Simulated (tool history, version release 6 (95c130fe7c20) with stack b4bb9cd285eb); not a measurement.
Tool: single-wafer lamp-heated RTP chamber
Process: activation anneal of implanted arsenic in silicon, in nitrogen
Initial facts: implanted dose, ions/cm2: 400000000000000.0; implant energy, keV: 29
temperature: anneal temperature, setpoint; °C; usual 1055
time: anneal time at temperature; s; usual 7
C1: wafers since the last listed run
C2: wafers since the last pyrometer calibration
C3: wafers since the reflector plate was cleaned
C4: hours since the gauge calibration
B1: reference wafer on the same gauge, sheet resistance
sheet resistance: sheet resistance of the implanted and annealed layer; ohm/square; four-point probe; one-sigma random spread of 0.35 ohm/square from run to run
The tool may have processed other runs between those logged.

Run 1, hour 0: usual settings but temperature 1045 °C, time 6 s; C1 0; C2 4700; C3 1117; C4 201.5; B1 216.03. Result: sheet resistance 231.87 ohm/square.
Run 2, hour 7.2: usual settings but temperature 1045 °C, time 6 s; C1 166; C2 4866; C3 1284; C4 208.7; B1 216.07. Result: sheet resistance 231.18 ohm/square.
At hour 18.7: pyrometer window cleaned and pyrometer calibrated.
Run 3, hour 24.8: usual settings but temperature 1045 °C, time 6 s; C1 221; C2 141; C3 1506; C4 226.3; B1 216.04. Result: sheet resistance 232.4 ohm/square.
Run 4, hour 42.2: usual settings but time 5 s; C1 402; C2 544; C3 1908; C4 243.7; B1 215.98. Result: sheet resistance 232.08 ohm/square.
Run 5, hour 60.1: usual settings but time 5 s; C1 413; C2 957; C3 2321; C4 261.6; B1 215.98. Result: sheet resistance 231.93 ohm/square.
Run 6, hour 71.1: usual settings; C1 254; C2 1211; C3 2575; C4 272.6; B1 215.98. Result: sheet resistance 230.09 ohm/square.
Run 7, hour 81.3: usual settings but temperature 1070 °C; C1 235; C2 1447; C3 2811; C4 282.8; B1 216.02. Result: sheet resistance 228.81 ohm/square.
Run 8, hour 90: usual settings but time 4 s; C1 201; C2 1648; C3 3012; C4 291.5; B1 215.98. Result: sheet resistance 232.81 ohm/square.
Run 9, hour 101.2: usual settings but time 4 s; C1 258; C2 1907; C3 3271; C4 302.7; B1 216.09. Result: sheet resistance 232.59 ohm/square.
Run 10, hour 116.5: usual settings but time 4 s; C1 353; C2 2260; C3 3625; C4 318; B1 215.91. Result: sheet resistance 232.91 ohm/square.
Run 11, hour 127.1: usual settings but temperature 1067 °C, time 9 s; C1 244; C2 2505; C3 3869; C4 328.6; B1 215.95. Result: sheet resistance 227.73 ohm/square.
Run 12, hour 143.1: usual settings but temperature 1067 °C, time 9 s; C1 369; C2 2875; C3 4239; C4 344.6; B1 216. Result: sheet resistance 227.99 ohm/square.
Run 13, hour 155.8: usual settings; C1 293; C2 3168; C3 4533; C4 357.3; B1 215.95. Result: sheet resistance 230.09 ohm/square.
Run 14, hour 164.3: usual settings but temperature 1069 °C, time 9 s; C1 196; C2 3365; C3 4729; C4 365.8; B1 215.99. Result: sheet resistance 227.15 ohm/square.
Run 15, hour 171.3: usual settings but temperature 1079 °C, time 10 s; C1 161; C2 3527; C3 4891; C4 372.8; B1 215.97. Result: sheet resistance 225.65 ohm/square.
Run 16, hour 182.3: usual settings but temperature 1073 °C; C1 254; C2 3781; C3 5145; C4 383.8; B1 216.02. Result: sheet resistance 228.14 ohm/square.
At hour 189.8: gauge calibrated.
Run 17, hour 196.7: usual settings but temperature 1041 °C, time 6 s; C1 332; C2 4113; C3 5478; C4 6.9; B1 216.05. Result: sheet resistance 231.71 ohm/square.
Run 18, hour 204.2: usual settings; C1 173; C2 4287; C3 5651; C4 14.4; B1 216. Result: sheet resistance 229.4 ohm/square.
Run 19, hour 214.6: usual settings; C1 240; C2 4527; C3 5891; C4 24.8; B1 216.01. Result: sheet resistance 229.64 ohm/square.
Run 20, hour 221.4: usual settings but temperature 1080 °C, time 9 s; C1 157; C2 4684; C3 6048; C4 31.6; B1 215.93. Result: sheet resistance 226.52 ohm/square.
At hour 242.7: pyrometer window cleaned and pyrometer calibrated.
Run 21, hour 243.2: usual settings; C1 318; C2 10; C3 6367; C4 53.4; B1 216.04. Result: sheet resistance 230.59 ohm/square.
Run 22, hour 248.8: usual settings but time 10 s; C1 129; C2 140; C3 6497; C4 59; B1 215.96. Result: sheet resistance 228.82 ohm/square.

Run 23 comes next. What will it give?
At hour 263.1: reflector plate cleaned.
Run 23, hour 281: usual settings but temperature 1036 °C; C1 559; C2 699; C3 414; C4 91.2; B1 ?. Result: sheet resistance ?.

Run 23 came out at B1 215.9, sheet resistance 232.91 ohm/square.
Minus the tool's unlogged condition, the same run would have read sheet resistance 233.19 ohm/square.
